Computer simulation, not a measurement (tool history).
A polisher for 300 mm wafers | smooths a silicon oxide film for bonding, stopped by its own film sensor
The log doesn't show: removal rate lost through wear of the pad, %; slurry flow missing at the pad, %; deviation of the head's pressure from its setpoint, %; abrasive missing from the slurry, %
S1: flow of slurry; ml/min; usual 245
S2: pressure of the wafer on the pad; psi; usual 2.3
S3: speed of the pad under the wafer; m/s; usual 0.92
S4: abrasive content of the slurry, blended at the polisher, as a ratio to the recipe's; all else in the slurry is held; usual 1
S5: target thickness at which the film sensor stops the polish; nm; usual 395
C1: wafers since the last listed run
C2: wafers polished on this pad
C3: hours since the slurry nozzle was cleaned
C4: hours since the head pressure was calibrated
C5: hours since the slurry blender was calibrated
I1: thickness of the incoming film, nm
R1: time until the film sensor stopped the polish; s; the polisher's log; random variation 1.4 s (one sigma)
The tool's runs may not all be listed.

run 1 day=0 | S1=245 S2=2.3 S3=0.92 S4=1 S5=395 | C1=0 C2=313 C3=168.9 C4=865.5 C5=47.6 | I1=480.3 | R1=149.2
run 2 day=0.708 | S1=245 S2=2.3 S3=1.08 S4=1 S5=395 | C1=112 C2=425 C3=185.9 C4=882.5 C5=64.6 | I1=464.8 | R1=111.8
-- day=1.558 worn pad replaced by a new one
run 3 day=1.579 | S1=245 S2=2.3 S3=1.08 S4=1 S5=395 | C1=111 C2=3 C3=206.8 C4=903.4 C5=85.5 | I1=468.9 | R1=122.7
run 4 day=1.729 | S1=245 S2=2.3 S3=1.08 S4=1 S5=395 | C1=23 C2=27 C3=210.4 C4=907 C5=89.1 | I1=466.7 | R1=118.3
run 5 day=2.404 | S1=245 S2=2 S3=0.92 S4=1 S5=395 | C1=106 C2=134 C3=226.6 C4=923.2 C5=105.3 | I1=472.9 | R1=165.8
run 6 day=2.871 | S1=245 S2=2 S3=0.92 S4=1 S5=395 | C1=73 C2=207 C3=237.8 C4=934.4 C5=116.5 | I1=470.6 | R1=163
run 7 day=3.338 | S1=245 S2=2.8 S3=0.92 S4=1 S5=395 | C1=73 C2=281 C3=249 C4=945.6 C5=127.7 | I1=470.2 | R1=114.8
run 8 day=3.6 | S1=245 S2=2.8 S3=0.92 S4=1 S5=395 | C1=41 C2=323 C3=255.3 C4=951.9 C5=134 | I1=476.3 | R1=124
run 9 day=4.046 | S1=245 S2=2.8 S3=0.92 S4=1 S5=395 | C1=70 C2=393 C3=266 C4=962.6 C5=144.7 | I1=469.1 | R1=114.4
run 10 day=4.788 | S1=245 S2=2.3 S3=0.92 S4=1 S5=395 | C1=117 C2=511 C3=283.8 C4=980.4 C5=162.5 | I1=467 | R1=138
run 11 day=5.267 | S1=245 S2=2.3 S3=0.92 S4=1 S5=395 | C1=75 C2=586 C3=295.3 C4=991.9 C5=174 | I1=471.5 | R1=144.3
-- day=5.571 head pressure recalibrated
run 12 day=5.592 | S1=245 S2=2.3 S3=0.92 S4=1 S5=395 | C1=38 C2=625 C3=303.1 C4=0.5 C5=181.8 | I1=477.9 | R1=159.9
run 13 day=6.008 | S1=245 S2=2.3 S3=1.14 S4=1 S5=417 | C1=65 C2=691 C3=313.1 C4=10.5 C5=191.8 | I1=473.7 | R1=92.4
-- day=6.196 worn pad replaced by a new one
run 14 day=6.738 | S1=215 S2=3.1 S3=0.92 S4=1.2 S5=395 | C1=88 C2=85 C3=330.6 C4=28 C5=209.3 | I1=467.4 | R1=94.9
run 15 day=7.292 | S1=290 S2=2.8 S3=0.92 S4=1.1 S5=395 | C1=87 C2=173 C3=343.9 C4=41.3 C5=222.6 | I1=459.5 | R1=94
run 16 day=7.917 | S1=245 S2=2.3 S3=0.92 S4=1.15 S5=395 | C1=98 C2=272 C3=358.9 C4=56.3 C5=237.6 | I1=463.9 | R1=121.6
-- day=8.025 slurry nozzle cleaned
run 17 day=8.283 | S1=245 S2=2.3 S3=0.92 S4=1 S5=395 | C1=51 C2=323 C3=6.2 C4=65.1 C5=246.4 | I1=461.4 | R1=127.1
run 18 day=8.933 | S1=245 S2=2.3 S3=0.92 S4=1 S5=395 | C1=102 C2=426 C3=21.8 C4=80.7 C5=262 | I1=466.8 | R1=137.7
run 19 day=9.546 | S1=200 S2=2.3 S3=0.92 S4=1.1 S5=385 | C1=96 C2=523 C3=36.5 C4=95.4 C5=276.7 | I1=478.9 | R1=176.7
-- day=10.058 worn pad replaced by a new one, of another model than before
run 20 day=10.079 | S1=215 S2=2.3 S3=0.62 S4=1 S5=395 | C1=58 C2=3 C3=49.3 C4=108.2 C5=289.5 | I1=472.1 | R1=185.7
run 21 day=10.625 | S1=185 S2=2.3 S3=0.92 S4=1 S5=395 | C1=86 C2=89 C3=62.4 C4=121.3 C5=302.6 | I1=467.6 | R1=151.9
run 22 day=11.275 | S1=310 S2=2.3 S3=1.14 S4=1 S5=395 | C1=102 C2=192 C3=78 C4=136.9 C5=318.2 | I1=463.2 | R1=114.9
-- day=11.404 slurry blender recalibrated
run 23 day=11.825 | S1=245 S2=2.3 S3=0.92 S4=1 S5=395 | C1=73 C2=266 C3=91.2 C4=150.1 C5=10.1 | I1=470.3 | R1=131.5
run 24 day=12.521 | S1=245 S2=2.3 S3=0.92 S4=1 S5=395 | C1=110 C2=376 C3=107.9 C4=166.8 C5=26.8 | I1=465.9 | R1=124.8
run 25 day=12.917 | S1=245 S2=1.8 S3=0.92 S4=1 S5=395 | C1=62 C2=438 C3=117.4 C4=176.3 C5=36.3 | I1=470.5 | R1=160.6
run 26 day=13.408 | S1=285 S2=2.3 S3=0.92 S4=1.15 S5=395 | C1=77 C2=516 C3=129.2 C4=188.1 C5=48.1 | I1=466.6 | R1=117.4
-- day=13.846 worn pad replaced by a new one
run 27 day=13.867 | S1=245 S2=2.3 S3=0.92 S4=1 S5=395 | C1=46 C2=3 C3=140.2 C4=199.1 C5=59.1 | I1=473.8 | R1=142.2
run 28 day=14.104 | S1=245 S2=2.3 S3=1.08 S4=1.25 S5=376 | C1=37 C2=40 C3=145.9 C4=204.8 C5=64.8 | I1=472.6 | R1=143.7

Forecast run 29:
run 29 day=14.804 | S1=245 S2=2.7 S3=0.92 S4=1.1 S5=395 | C1=110 C2=151 C3=162.7 C4=221.6 C5=81.6 | I1=470.7 | R1=?

{"run 29": {"R1": 117.3}}
Without the tool's hidden state the same run would have given R1 108.6 s.
